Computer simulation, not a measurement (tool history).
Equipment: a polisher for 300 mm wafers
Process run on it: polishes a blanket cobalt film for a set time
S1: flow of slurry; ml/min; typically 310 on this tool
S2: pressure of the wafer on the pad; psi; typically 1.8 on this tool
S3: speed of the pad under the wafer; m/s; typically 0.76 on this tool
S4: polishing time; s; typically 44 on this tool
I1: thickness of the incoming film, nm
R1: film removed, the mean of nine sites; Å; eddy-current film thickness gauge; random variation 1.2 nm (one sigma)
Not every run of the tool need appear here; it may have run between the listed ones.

run   hour   S1   S2    S3  S4      I1    R1
  1      0  310  1.8  0.76  54  1636.3  1531
  2   16.8  265  1.8  0.76  37    1583  1029
  3   44.6  265  1.8  0.76  37  1605.9  1025
  4   68.5  285  1.8  0.76  44  1621.1  1216
  5   92.5  285  1.8  0.76  44  1588.1  1241
  6  124.4  310  1.8  0.76  44  1586.2  1234
  7  140.8  310  1.8  0.76  44  1613.9  1261
  8  157.8  310  1.8  0.76  44  1628.1  1236
  9  171.1  310    2  0.76  44  1597.4  1388
 10    204  370  1.8  0.88  44  1616.5  1453
 11  224.3  310  1.8  0.76  44  1595.4  1218
 12  258.5  310  1.8  0.76  44  1615.4  1219
 13  282.5  265  1.8  0.76  37  1581.6  1021
 14  307.8  285  1.8  0.76  44  1586.3  1228
 15  337.6  310  2.1  0.76  44  1604.7  1467
 16  351.6  310  1.6  0.76  55  1588.4  1404
 17  372.4  250  1.4  0.52  44  1636.5   647
 18  391.3  390  1.4  0.66  37  1603.9   738
 19  414.8  225  2.1  0.76  33  1620.1  1044
 20  423.6  310  1.4  0.76  44  1616.3   958

Missing from the log above: 6 entries noted between runs. For each, name the pair of listed runs it sits between and say how the tool's hidden condition differs from the listed run just before to the listed run just after:
In the gap between runs 2 and 3: worn pad replaced by a new one (hour 30)
  no hidden state differs between the two runs
In the gap between runs 7 and 8: worn pad replaced by a new one (hour 157.3)
  no hidden state differs between the two runs
In the gap between runs 11 and 12: slurry nozzle cleaned (hour 256.1)
  no hidden state differs between the two runs
In the gap between runs 12 and 13: worn pad replaced by a new one (hour 280.7); head pressure recalibrated (hour 282)
  no hidden state differs between the two runs
In the gap between runs 18 and 19: worn pad replaced by a new one (hour 414.3)
  no hidden state differs between the two runs
